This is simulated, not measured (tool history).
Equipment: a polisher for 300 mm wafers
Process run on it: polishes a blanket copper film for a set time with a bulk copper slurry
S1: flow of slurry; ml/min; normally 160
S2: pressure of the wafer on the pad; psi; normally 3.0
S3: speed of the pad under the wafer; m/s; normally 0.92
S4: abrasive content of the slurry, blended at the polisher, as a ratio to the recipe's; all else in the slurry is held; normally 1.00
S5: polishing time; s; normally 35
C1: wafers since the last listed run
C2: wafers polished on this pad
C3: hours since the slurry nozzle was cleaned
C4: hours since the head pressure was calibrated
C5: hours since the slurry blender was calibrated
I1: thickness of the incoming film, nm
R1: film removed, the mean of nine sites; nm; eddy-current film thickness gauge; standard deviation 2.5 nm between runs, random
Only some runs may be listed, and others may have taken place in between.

Run 1, hour 0.0: usual settings; C1 0; C2 1059; C3 221.4; C4 581.6; C5 48.1; I1 3209.5. Result: R1 334.7 nm.
Run 2, hour 53.3: usual settings; C1 791; C2 1850; C3 274.7; C4 634.9; C5 101.4; I1 3244.5. Result: R1 330.5 nm.
Run 3, hour 152.4: usual settings; C1 1471; C2 3321; C3 373.8; C4 734.0; C5 200.5; I1 3179.1. Result: R1 327.8 nm.
Run 4, hour 252.3: usual settings; C1 1482; C2 4804; C3 473.7; C4 833.9; C5 300.4; I1 3196.1. Result: R1 319.0 nm.
Run 5, hour 322.8: usual settings; C1 1046; C2 5850; C3 544.2; C4 904.4; C5 370.9; I1 3172.4. Result: R1 315.1 nm.
At hour 338.6: slurry nozzle cleaned.
At hour 374.6: worn pad replaced by a new one.
Run 6, hour 380.9: usual settings but S1 145 ml/min; C1 788; C2 92; C3 42.3; C4 962.5; C5 429.0; I1 3255.3. Result: R1 337.9 nm.
At hour 425.7: slurry blender recalibrated.
At hour 425.9: head pressure recalibrated.
Run 7, hour 449.2: usual settings but S1 145 ml/min; C1 982; C2 1075; C3 110.6; C4 23.3; C5 23.5; I1 3222.3. Result: R1 321.9 nm.
Run 8, hour 528.0: usual settings but S1 145 ml/min; C1 1169; C2 2245; C3 189.4; C4 102.1; C5 102.3; I1 3188.2. Result: R1 317.5 nm.
Run 9, hour 574.6: usual settings but S3 1.02 m/s; C1 691; C2 2936; C3 236.0; C4 148.7; C5 148.9; I1 3147.9. Result: R1 356.3 nm.
Run 10, hour 611.6: usual settings; C1 549; C2 3486; C3 273.0; C4 185.7; C5 185.9; I1 3241.2. Result: R1 320.3 nm.
Run 11, hour 707.8: usual settings; C1 1427; C2 4913; C3 369.2; C4 281.9; C5 282.1; I1 3196.8. Result: R1 313.6 nm.
Run 12, hour 806.5: usual settings but S2 3.4 psi, S4 0.75; C1 1465; C2 6379; C3 467.9; C4 380.6; C5 380.8; I1 3190.5. Result: R1 321.0 nm.
Run 13, hour 878.4: usual settings but S1 205 ml/min, S2 2.4 psi, S3 0.64 m/s, S5 24 s; C1 1067; C2 7446; C3 539.8; C4 452.5; C5 452.7; I1 3158.9. Result: R1 127.9 nm.
At hour 882.8: worn pad replaced by a new one.
At hour 908.5: slurry blender recalibrated.
At hour 936.0: slurry nozzle cleaned.
Run 14, hour 970.9: usual settings but S3 0.74 m/s; C1 1269; C2 1263; C3 34.9; C4 545.0; C5 62.4; I1 3178.2. Result: R1 271.0 nm.
Run 15, hour 1057.7: usual settings but S3 0.62 m/s, S4 0.70; C1 1288; C2 2552; C3 121.7; C4 631.8; C5 149.2; I1 3152.0. Result: R1 212.2 nm.
Run 16, hour 1094.0: usual settings but S3 1.18 m/s; C1 538; C2 3090; C3 158.0; C4 668.1; C5 185.5; I1 3197.9. Result: R1 431.3 nm.
Run 17, hour 1132.9: usual settings; C1 577; C2 3668; C3 196.9; C4 707.0; C5 224.4; I1 3191.9. Result: R1 334.1 nm.
Run 18, hour 1240.4: usual settings but S1 115 ml/min, S5 46 s; C1 1595; C2 5264; C3 304.4; C4 814.5; C5 331.9; I1 3198.1. Result: R1 406.4 nm.
Run 19, hour 1301.9: usual settings but S5 40 s; C1 912; C2 6177; C3 365.9; C4 876.0; C5 393.4; I1 3244.4. Result: R1 376.2 nm.
At hour 1312.8: worn pad replaced by a new one.
At hour 1315.4: head pressure recalibrated.
At hour 1364.3: slurry blender recalibrated.
Run 20, hour 1409.8: usual settings; C1 1482; C2 1380; C3 473.8; C4 94.4; C5 45.5; I1 3237.7. Result: R1 309.1 nm.
Run 21, hour 1478.2: usual settings but S2 3.5 psi; C1 1015; C2 2395; C3 542.2; C4 162.8; C5 113.9; I1 3217.2. Result: R1 339.8 nm.
Run 22, hour 1540.0: usual settings; C1 917; C2 3312; C3 604.0; C4 224.6; C5 175.7; I1 3234.7. Result: R1 286.7 nm.
At hour 1545.3: slurry nozzle cleaned.
Run 23, hour 1613.2: usual settings but S2 3.8 psi; C1 1071; C2 4384; C3 67.9; C4 297.8; C5 248.9; I1 3197.2. Result: R1 407.0 nm.
Run 24, hour 1657.9: usual settings but S1 120 ml/min, S2 2.0 psi, S4 1.10, S5 41 s; C1 663; C2 5048; C3 112.6; C4 342.5; C5 293.6; I1 3236.0. Result: R1 278.3 nm.
Run 25, hour 1697.3: usual settings but S2 3.9 psi; C1 584; C2 5633; C3 152.0; C4 381.9; C5 333.0; I1 3146.9. Result: R1 410.5 nm.
At hour 1729.4: worn pad replaced by a new one.
Run 26, hour 1749.3: usual settings but S2 2.6 psi, S3 1.16 m/s, S4 1.15, S5 46 s; C1 712; C2 295; C3 204.0; C4 433.9; C5 385.0; I1 3211.5. Result: R1 508.7 nm.
Run 27, hour 1811.5: usual settings but S5 23 s; C1 923; C2 1219; C3 266.2; C4 496.1; C5 447.2; I1 3152.8. Result: R1 216.0 nm.
At hour 1858.0: slurry blender recalibrated.
Run 28, hour 1886.3: usual settings but S1 140 ml/min, S3 0.64 m/s, S4 0.80, S5 23 s; C1 1080; C2 2299; C3 341.0; C4 570.9; C5 28.3; I1 3242.9. Result: R1 139.8 nm.
Run 29, hour 1926.8: usual settings but S3 0.74 m/s, S4 0.80; C1 601; C2 2901; C3 381.5; C4 611.4; C5 68.8; I1 3267.1. Result: R1 250.1 nm.

Each row is a separate what-if for the run after 29, all from the same tool condition, not one after another. Results?
Run A, hour 1927.2: usual settings; C1 5; C2 2906; C3 381.9; C4 611.8; C5 69.2; I1 3236.7. Result: R1 ?.
Run B, hour 1927.2: usual settings but S2 3.9 psi, S4 0.85, S5 40 s; C1 5; C2 2906; C3 381.9; C4 611.8; C5 69.2; I1 3236.7. Result: R1 ?.
Run C, hour 1927.2: usual settings but S1 115 ml/min, S3 1.20 m/s, S5 29 s; C1 5; C2 2906; C3 381.9; C4 611.8; C5 69.2; I1 3236.7. Result: R1 ?.
Run D, hour 1927.2: usual settings but S1 205 ml/min; C1 5; C2 2906; C3 381.9; C4 611.8; C5 69.2; I1 3236.7. Result: R1 ?.
Run E, hour 1927.2: usual settings but S1 210 ml/min, S3 0.80 m/s; C1 5; C2 2906; C3 381.9; C4 611.8; C5 69.2; I1 3236.7. Result: R1 ?.

run     R1
  A  323.1
  B  442.7
  C  323.2
  D  337.8
  E  294.9
Take away the tool's hidden state, keep each run's random variation, and the runs would have read:
run     R1
  A  330.1
  B  452.4
  C  335.2
  D  342.2
  E  298.5
